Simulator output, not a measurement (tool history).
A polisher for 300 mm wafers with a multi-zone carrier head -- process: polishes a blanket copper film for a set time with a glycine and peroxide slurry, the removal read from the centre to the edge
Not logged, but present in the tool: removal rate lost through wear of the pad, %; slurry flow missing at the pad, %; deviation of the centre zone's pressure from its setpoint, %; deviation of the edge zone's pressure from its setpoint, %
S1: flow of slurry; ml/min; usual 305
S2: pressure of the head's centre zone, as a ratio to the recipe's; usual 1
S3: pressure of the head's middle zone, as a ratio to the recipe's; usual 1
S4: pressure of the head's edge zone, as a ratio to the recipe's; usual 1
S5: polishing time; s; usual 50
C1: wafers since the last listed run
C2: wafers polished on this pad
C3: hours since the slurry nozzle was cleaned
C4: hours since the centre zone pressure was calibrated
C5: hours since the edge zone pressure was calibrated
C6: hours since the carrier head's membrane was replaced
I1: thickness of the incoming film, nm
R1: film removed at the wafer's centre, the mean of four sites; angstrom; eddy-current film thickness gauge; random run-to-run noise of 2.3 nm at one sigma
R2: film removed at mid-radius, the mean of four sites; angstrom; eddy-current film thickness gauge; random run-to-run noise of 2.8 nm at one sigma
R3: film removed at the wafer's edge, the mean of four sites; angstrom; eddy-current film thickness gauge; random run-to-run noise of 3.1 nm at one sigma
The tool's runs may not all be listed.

{"run": 1, "hour": 0.0, "S1": 305, "S2": 1, "S3": 1, "S4": 1, "S5": 60, "C1": 0, "C2": 886, "C3": 541.4, "C4": 1377.5, "C5": 465.3, "C6": 1824.6, "I1": 1933.7, "R1": 3060, "R2": 2875, "R3": 2860}
{"run": 2, "hour": 13.6, "S1": 305, "S2": 1, "S3": 1, "S4": 1, "S5": 43, "C1": 152, "C2": 1039, "C3": 555, "C4": 1391.1, "C5": 478.9, "C6": 1838.2, "I1": 1906.9, "R1": 2210, "R2": 2091, "R3": 2055}
{"run": 3, "hour": 40.5, "S1": 305, "S2": 1, "S3": 1, "S4": 1, "S5": 50, "C1": 301, "C2": 1340, "C3": 581.9, "C4": 1418, "C5": 505.8, "C6": 1865.1, "I1": 1902.3, "R1": 2545, "R2": 2416, "R3": 2444}
{"run": 4, "hour": 59.6, "S1": 305, "S2": 1, "S3": 1, "S4": 1, "S5": 50, "C1": 214, "C2": 1554, "C3": 601, "C4": 1437.1, "C5": 524.9, "C6": 1884.2, "I1": 1913.7, "R1": 2570, "R2": 2474, "R3": 2412}
{"run": 5, "hour": 91.2, "S1": 305, "S2": 1, "S3": 0.92, "S4": 1, "S5": 50, "C1": 354, "C2": 1908, "C3": 632.6, "C4": 1468.7, "C5": 556.5, "C6": 1915.8, "I1": 1871.6, "R1": 2532, "R2": 2289, "R3": 2380}
{"hour": 99.3, "done": "worn pad replaced by a new one"}
{"run": 6, "hour": 103.4, "S1": 305, "S2": 1, "S3": 1, "S4": 1, "S5": 50, "C1": 91, "C2": 45, "C3": 644.8, "C4": 1480.9, "C5": 568.7, "C6": 1928, "I1": 1897.7, "R1": 2564, "R2": 2409, "R3": 2437}
{"hour": 112.4, "done": "edge zone pressure recalibrated"}
{"hour": 125.6, "done": "carrier head's membrane replaced by a new one"}
{"hour": 140.5, "done": "centre zone pressure recalibrated"}
{"run": 7, "hour": 141.0, "S1": 230, "S2": 0.91, "S3": 1.05, "S4": 1, "S5": 40, "C1": 320, "C2": 366, "C3": 682.4, "C4": 0.5, "C5": 28.6, "C6": 15.4, "I1": 1885.8, "R1": 1661, "R2": 1917, "R3": 1864}
{"hour": 162.0, "done": "slurry nozzle cleaned"}
{"run": 8, "hour": 167.1, "S1": 230, "S2": 1.05, "S3": 1, "S4": 1.05, "S5": 57, "C1": 281, "C2": 647, "C3": 5.1, "C4": 26.6, "C5": 54.7, "C6": 41.5, "I1": 1899, "R1": 2712, "R2": 2633, "R3": 2694}
{"run": 9, "hour": 182.5, "S1": 305, "S2": 1, "S3": 1, "S4": 1, "S5": 60, "C1": 172, "C2": 820, "C3": 20.5, "C4": 42, "C5": 70.1, "C6": 56.9, "I1": 1889, "R1": 2889, "R2": 2929, "R3": 2912}
{"run": 10, "hour": 200.9, "S1": 230, "S2": 1, "S3": 1.11, "S4": 1, "S5": 50, "C1": 206, "C2": 1026, "C3": 38.9, "C4": 60.4, "C5": 88.5, "C6": 75.3, "I1": 1891.4, "R1": 2329, "R2": 2615, "R3": 2293}
{"hour": 235.8, "done": "worn pad replaced by a new one"}
{"run": 11, "hour": 267.0, "S1": 305, "S2": 1.07, "S3": 1, "S4": 1, "S5": 50, "C1": 696, "C2": 349, "C3": 105, "C4": 126.5, "C5": 154.6, "C6": 141.4, "I1": 1915.4, "R1": 2614, "R2": 2406, "R3": 2398}
{"run": 12, "hour": 288.5, "S1": 275, "S2": 1.09, "S3": 1, "S4": 1.12, "S5": 44, "C1": 240, "C2": 590, "C3": 126.5, "C4": 148, "C5": 176.1, "C6": 162.9, "I1": 1886.9, "R1": 2306, "R2": 2115, "R3": 2176}
{"run": 13, "hour": 311.7, "S1": 305, "S2": 1.08, "S3": 1.12, "S4": 1, "S5": 50, "C1": 260, "C2": 850, "C3": 149.7, "C4": 171.2, "C5": 199.3, "C6": 186.1, "I1": 1906.3, "R1": 2633, "R2": 2626, "R3": 2299}
{"run": 14, "hour": 325.7, "S1": 305, "S2": 1, "S3": 1, "S4": 0.94, "S5": 57, "C1": 156, "C2": 1007, "C3": 163.7, "C4": 185.2, "C5": 213.3, "C6": 200.1, "I1": 1939.1, "R1": 2790, "R2": 2767, "R3": 2610}
{"run": 15, "hour": 361.0, "S1": 305, "S2": 1, "S3": 1, "S4": 1, "S5": 50, "C1": 395, "C2": 1402, "C3": 199, "C4": 220.5, "C5": 248.6, "C6": 235.4, "I1": 1928.9, "R1": 2472, "R2": 2408, "R3": 2356}
{"hour": 384.7, "done": "worn pad replaced by a new one"}
{"run": 16, "hour": 389.0, "S1": 305, "S2": 1, "S3": 1, "S4": 1, "S5": 50, "C1": 268, "C2": 47, "C3": 227, "C4": 248.5, "C5": 276.6, "C6": 263.4, "I1": 1901.6, "R1": 2460, "R2": 2446, "R3": 2327}
{"run": 17, "hour": 407.5, "S1": 305, "S2": 1.11, "S3": 0.95, "S4": 0.95, "S5": 50, "C1": 207, "C2": 255, "C3": 245.5, "C4": 267, "C5": 295.1, "C6": 281.9, "I1": 1907, "R1": 2716, "R2": 2341, "R3": 2361}
{"run": 18, "hour": 426.5, "S1": 245, "S2": 1, "S3": 1, "S4": 0.92, "S5": 41, "C1": 212, "C2": 467, "C3": 264.5, "C4": 286, "C5": 314.1, "C6": 300.9, "I1": 1908.6, "R1": 1996, "R2": 1950, "R3": 1879}
{"run": 19, "hour": 453.9, "S1": 305, "S2": 1, "S3": 1, "S4": 1, "S5": 50, "C1": 307, "C2": 775, "C3": 291.9, "C4": 313.4, "C5": 341.5, "C6": 328.3, "I1": 1889.4, "R1": 2456, "R2": 2427, "R3": 2341}
{"run": 20, "hour": 477.2, "S1": 305, "S2": 1.09, "S3": 1.07, "S4": 1, "S5": 42, "C1": 261, "C2": 1036, "C3": 315.2, "C4": 336.7, "C5": 364.8, "C6": 351.6, "I1": 1897.2, "R1": 2261, "R2": 2123, "R3": 2008}

Run 21 comes next. What will it give?
{"run": 21, "hour": 498.8, "S1": 305, "S2": 1, "S3": 0.96, "S4": 1, "S5": 63, "C1": 242, "C2": 1278, "C3": 336.8, "C4": 358.3, "C5": 386.4, "C6": 373.2, "I1": 1908.4, "R1": "?", "R2": "?", "R3": "?"}

{"run 21": {"R1": 3137, "R2": 2959, "R3": 2960}}
Without the tool's hidden state the same run would have given R1 2967 angstrom, R2 2960 angstrom, R3 2960 angstrom.
